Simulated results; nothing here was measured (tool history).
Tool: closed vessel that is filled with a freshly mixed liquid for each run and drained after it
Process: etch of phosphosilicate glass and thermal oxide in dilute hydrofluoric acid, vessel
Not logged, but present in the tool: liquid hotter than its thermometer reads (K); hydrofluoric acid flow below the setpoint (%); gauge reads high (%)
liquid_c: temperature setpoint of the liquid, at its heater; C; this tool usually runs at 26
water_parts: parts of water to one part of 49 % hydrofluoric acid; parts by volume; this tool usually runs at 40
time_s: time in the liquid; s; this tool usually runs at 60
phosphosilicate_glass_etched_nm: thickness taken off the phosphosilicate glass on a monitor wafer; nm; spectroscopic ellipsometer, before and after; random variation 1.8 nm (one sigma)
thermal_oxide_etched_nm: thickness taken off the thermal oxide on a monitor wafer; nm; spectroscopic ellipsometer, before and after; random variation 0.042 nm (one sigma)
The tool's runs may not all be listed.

run	day	liquid_c	water_parts	time_s	wafers since the last listed run	hours since the thermometer was replaced	hours since the hydrofluoric acid flow meter was replaced	hours since the gauge calibration	read-back film thickness of the phosphosilicate glass reference wafer, read on the same gauge (nm)	read-back film thickness of the thermal oxide reference wafer, read on the same gauge (nm)	phosphosilicate_glass_etched_nm	thermal_oxide_etched_nm
1	0	26	50	60	0	1065.9	1658	382.8	30	129.97	251.06	5.86
2	1.388	26	50	60	4334	1099.2	1691.3	416.1	30.01	129.98	251.76	5.9
3	1.925	26	50	60	1678	1112.1	1704.2	429	30	129.97	251.32	5.87
4	2.517	22.5	40	60	1848	1126.3	1718.4	443.2	30.01	130.01	274.44	6.49
5	3.458	22.5	40	60	2941	1148.9	1741	465.8	29.98	129.99	274.14	6.44
6	4.696	25	40	60	3865	1178.6	1770.7	495.5	30.03	130	306.41	7.11
7	5.542	25	40	60	2642	1198.9	1791	515.8	29.99	129.98	305.12	7.17
8	6.446	26	40	60	2824	1220.6	1812.7	537.5	30	130.01	316.44	7.38
9	6.975	26	40	60	1652	1233.3	1825.4	550.2	29.99	130.02	315.26	7.44
10	8.325	26	40	60	4216	1265.7	1857.8	582.6	30	130.03	315.79	7.37
11	8.921	26	40	60	1861	1280	1872.1	596.9	29.99	129.98	315.16	7.37
12	9.992	26	40	60	3344	1305.7	1897.8	622.6	30.02	129.98	316.37	7.36
# day 10.079: gauge calibrated
13	11.321	24.5	25	45	4151	1337.6	1929.7	29.8	29.97	130.03	363.21	8.57
14	12.017	22	40	60	2173	1354.3	1946.4	46.5	30	130.05	267.92	6.24
15	12.992	26	55	60	3045	1377.7	1969.8	69.9	29.98	129.96	222.36	5.2
16	13.938	26	40	60	2954	1400.4	1992.5	92.6	30	129.99	313.26	7.36
17	14.504	24	55	60	1770	1414	2006.1	106.2	30.02	130	205.06	4.85
18	15.608	23	40	60	3449	1440.5	2032.6	132.7	30	130.03	273.95	6.5
19	16.808	24.5	25	45	3748	1469.3	2061.4	161.5	29.99	130.01	361.86	8.46
20	17.562	26	40	60	2355	1487.4	2079.5	179.6	29.99	129.97	310.75	7.37
# day 17.675: hydrofluoric acid flow meter replaced
# day 17.746: thermometer replaced
21	18.862	28	30	70	3800	26.8	28.5	210.8	30.01	130.02	595.5	13.97
22	19.917	26	40	60	3292	52.1	53.8	236.1	29.99	129.93	346.67	8.09
23	21.138	26	40	60	3813	81.4	83.1	265.4	30	129.99	345.04	8.14
24	22.4	22.5	40	45	3943	111.7	113.4	295.7	30	129.97	226.16	5.21
25	23.746	26	40	85	4203	144	145.7	328	30	130.01	491.16	11.33

Branching from run 25: 3 alternative next runs. What would each branch give?
A	23.775	26	40	75	91	144.7	146.4	328.7	?	?	?	?
B	23.775	21.5	55	75	91	144.7	146.4	328.7	?	?	?	?
C	23.775	26	25	60	91	144.7	146.4	328.7	?	?	?	?

run	read-back film thickness of the phosphosilicate glass reference wafer, read on the same gauge (nm)	read-back film thickness of the thermal oxide reference wafer, read on the same gauge (nm)	phosphosilicate_glass_etched_nm	thermal_oxide_etched_nm
A	30.01	130.01	435.93	10.13
B	30.01	130.01	258.05	5.99
C	30.01	130.01	570.26	13.25
Without the tool's unlogged condition, the same runs would have read:
run	phosphosilicate_glass_etched_nm	thermal_oxide_etched_nm
A	441.92	10.27
B	261.62	6.08
C	577.83	13.42

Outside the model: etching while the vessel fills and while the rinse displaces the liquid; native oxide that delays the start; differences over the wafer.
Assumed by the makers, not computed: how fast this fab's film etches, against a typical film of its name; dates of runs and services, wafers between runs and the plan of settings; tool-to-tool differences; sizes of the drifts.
